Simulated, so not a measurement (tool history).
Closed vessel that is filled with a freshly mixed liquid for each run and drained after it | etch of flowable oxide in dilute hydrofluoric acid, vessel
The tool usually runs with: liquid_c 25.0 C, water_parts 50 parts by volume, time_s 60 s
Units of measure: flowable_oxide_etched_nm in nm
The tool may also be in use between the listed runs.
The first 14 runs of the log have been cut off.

| run | hour | liquid_c | water_parts | time_s | read-back film thickness of the flowable oxide reference wafer, read on the same gauge (nm) | flowable_oxide_etched_nm |
|---|---|---|---|---|---|---|
| 15 | 445.0 | 21.5 | 70 | 50 | 80.01 | 24.29 |
| 16 | 468.4 | 25.0 | 50 | 60 | 80.00 | 49.77 |
| 17 | 484.4 | 25.0 | 50 | 60 | 80.01 | 48.56 |
| 18 | 496.4 | 25.0 | 60 | 40 | 79.97 | 26.75 |
| 19 | 513.7 | 25.0 | 50 | 70 | 80.00 | 56.98 |
| 20 | 536.8 | 25.0 | 50 | 60 | 80.00 | 49.15 |
| 21 | 559.7 | 22.0 | 75 | 40 | 80.00 | 18.50 |
| 22 | 586.9 | 25.0 | 50 | 35 | 80.00 | 28.43 |
| 23 | 603.2 | 26.5 | 50 | 60 | 80.00 | 51.67 |
| 24 | 633.8 | 30.0 | 50 | 60 | 79.98 | 59.07 |
| 25 | 654.1 | 28.5 | 40 | 90 | 80.01 | 106.22 |
| 26 | 672.0 | 25.0 | 50 | 60 | 79.99 | 48.33 |
| 27 | 690.9 | 25.0 | 50 | 60 | 79.99 | 47.90 |
| 28 | 712.3 | 21.5 | 40 | 80 | 80.00 | 69.69 |
| 29 | 730.7 | 23.0 | 55 | 30 | 80.01 | 19.92 |
| 30 | 744.7 | 21.5 | 60 | 60 | 80.00 | 34.09 |
| 31 | 770.0 | 30.0 | 35 | 60 | 80.01 | 86.51 |
| 32 | 782.6 | 20.0 | 45 | 80 | 80.00 | 56.86 |
| 33 | 817.3 | 25.0 | 55 | 30 | 79.99 | 21.58 |
| 34 | 849.1 | 25.0 | 50 | 60 | 79.99 | 47.55 |
| 35 | 865.9 | 22.0 | 30 | 70 | 79.99 | 83.76 |

Below are 3 alternative next runs, each starting from the tool's condition after run 35. Predict each:
| A | 866.6 | 25.0 | 40 | 60 | ? | ? |
| B | 866.6 | 20.0 | 40 | 60 | ? | ? |
| C | 866.6 | 25.0 | 40 | 90 | ? | ? |

| run | read-back film thickness of the flowable oxide reference wafer, read on the same gauge (nm) | flowable_oxide_etched_nm |
|---|---|---|
| A | 80.02 | 60.50 |
| B | 80.02 | 48.96 |
| C | 80.02 | 90.75 |
Take away the tool's hidden state, keep each run's random variation, and the runs would have read:
| run | flowable_oxide_etched_nm |
|---|---|
| A | 63.40 |
| B | 51.40 |
| C | 95.09 |
